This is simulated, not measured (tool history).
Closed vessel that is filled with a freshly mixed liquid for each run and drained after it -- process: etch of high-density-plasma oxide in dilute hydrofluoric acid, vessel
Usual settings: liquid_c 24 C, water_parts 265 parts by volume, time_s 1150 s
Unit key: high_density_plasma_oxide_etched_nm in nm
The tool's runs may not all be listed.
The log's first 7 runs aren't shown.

| run | hour | liquid_c | water_parts | time_s | wafers since the last listed run | hours since the thermometer was replaced | hours since the hydrofluoric acid flow meter was replaced | hours since the gauge calibration | read-back film thickness of the high-density-plasma oxide reference wafer, read on the same gauge (nm) | high_density_plasma_oxide_etched_nm |
|---|---|---|---|---|---|---|---|---|---|---|
| 8 | 323.5 | 24 | 205 | 1150 | 2257 | 2446.6 | 533.9 | 803.6 | 50 | 28.72 |
| 9 | 359.3 | 26 | 345 | 685 | 2093 | 2482.4 | 569.7 | 839.4 | 49.97 | 9.09 |
| 10 | 415 | 24 | 265 | 1150 | 3257 | 2538.1 | 625.4 | 895.1 | 49.98 | 20.44 |
| 11 | 512.4 | 21 | 335 | 770 | 5696 | 2635.5 | 722.8 | 992.5 | 50 | 9.11 |
| 12 | 543.2 | 24 | 200 | 1150 | 1801 | 2666.3 | 753.6 | 1023.3 | 49.99 | 29.29 |
| 13 | 599.9 | 27 | 265 | 875 | 3315 | 2723 | 810.3 | 1080 | 50.01 | 16.88 |
|  | 640.6 | thermometer replaced |
| 14 | 645.7 | 19.5 | 350 | 1805 | 2620 | 5.1 | 856.1 | 1125.8 | 49.99 | 17.23 |
| 15 | 676 | 24 | 265 | 1605 | 1772 | 35.4 | 886.4 | 1156.1 | 50.01 | 25.46 |
| 16 | 707.4 | 24 | 265 | 1150 | 1836 | 66.8 | 917.8 | 1187.5 | 50 | 18.48 |
| 17 | 732.1 | 21.5 | 315 | 1730 | 1444 | 91.5 | 942.5 | 1212.2 | 49.99 | 19.98 |
| 18 | 762.5 | 24 | 265 | 1150 | 1777 | 121.9 | 972.9 | 1242.6 | 49.99 | 18.39 |
| 19 | 824.6 | 19.5 | 205 | 1735 | 3631 | 184 | 1035 | 1304.7 | 50 | 32.22 |
|  | 847.7 | gauge calibrated |
| 20 | 862.2 | 24 | 265 | 765 | 2198 | 221.6 | 1072.6 | 14.5 | 50 | 11.98 |
| 21 | 896.6 | 28 | 145 | 610 | 2011 | 256 | 1107 | 48.9 | 49.99 | 23.34 |
|  | 922 | hydrofluoric acid flow meter replaced |
| 22 | 933.5 | 24 | 265 | 1150 | 2099 | 292.9 | 11.5 | 85.8 | 50.01 | 20.4 |
| 23 | 987.2 | 22 | 390 | 495 | 3140 | 346.6 | 65.2 | 139.5 | 50.01 | 4.91 |
| 24 | 1029.9 | 27 | 340 | 1150 | 2497 | 389.3 | 107.9 | 182.2 | 50 | 16.25 |
| 25 | 1080 | 20 | 190 | 825 | 2929 | 439.4 | 158 | 232.3 | 50 | 18.78 |
| 26 | 1105.5 | 24 | 265 | 1150 | 1491 | 464.9 | 183.5 | 257.8 | 49.99 | 20.51 |
| 27 | 1143 | 22 | 265 | 1150 | 2193 | 502.4 | 221 | 295.3 | 50 | 18.83 |
| 28 | 1173.9 | 20 | 265 | 1150 | 1807 | 533.3 | 251.9 | 326.2 | 50.01 | 17.59 |
| 29 | 1230 | 24 | 315 | 665 | 3280 | 589.4 | 308 | 382.3 | 50.01 | 9.37 |
| 30 | 1282.1 | 28 | 355 | 1150 | 3046 | 641.5 | 360.1 | 434.4 | 50.01 | 15.57 |
| 31 | 1333.9 | 24 | 265 | 1150 | 3029 | 693.3 | 411.9 | 486.2 | 49.99 | 19.63 |

Alternative continuations, all from the tool just after run 31; predict every row:
| A | 1334.9 | 24 | 265 | 1150 | 58 | 694.3 | 412.9 | 487.2 | ? | ? |
| B | 1334.9 | 24 | 265 | 1450 | 58 | 694.3 | 412.9 | 487.2 | ? | ? |
| C | 1334.9 | 27 | 265 | 1685 | 58 | 694.3 | 412.9 | 487.2 | ? | ? |
| D | 1334.9 | 27 | 380 | 1150 | 58 | 694.3 | 412.9 | 487.2 | ? | ? |
| E | 1334.9 | 22.5 | 350 | 615 | 58 | 694.3 | 412.9 | 487.2 | ? | ? |

| run | read-back film thickness of the high-density-plasma oxide reference wafer, read on the same gauge (nm) | high_density_plasma_oxide_etched_nm |
|---|---|---|
| A | 49.98 | 19.49 |
| B | 49.98 | 24.58 |
| C | 49.98 | 31.65 |
| D | 49.98 | 13.33 |
| E | 49.98 | 6.89 |
Had the tool no hidden state, the same runs would have come out as:
| run | high_density_plasma_oxide_etched_nm |
|---|---|
| A | 19.65 |
| B | 24.78 |
| C | 31.97 |
| D | 13.54 |
| E | 6.96 |
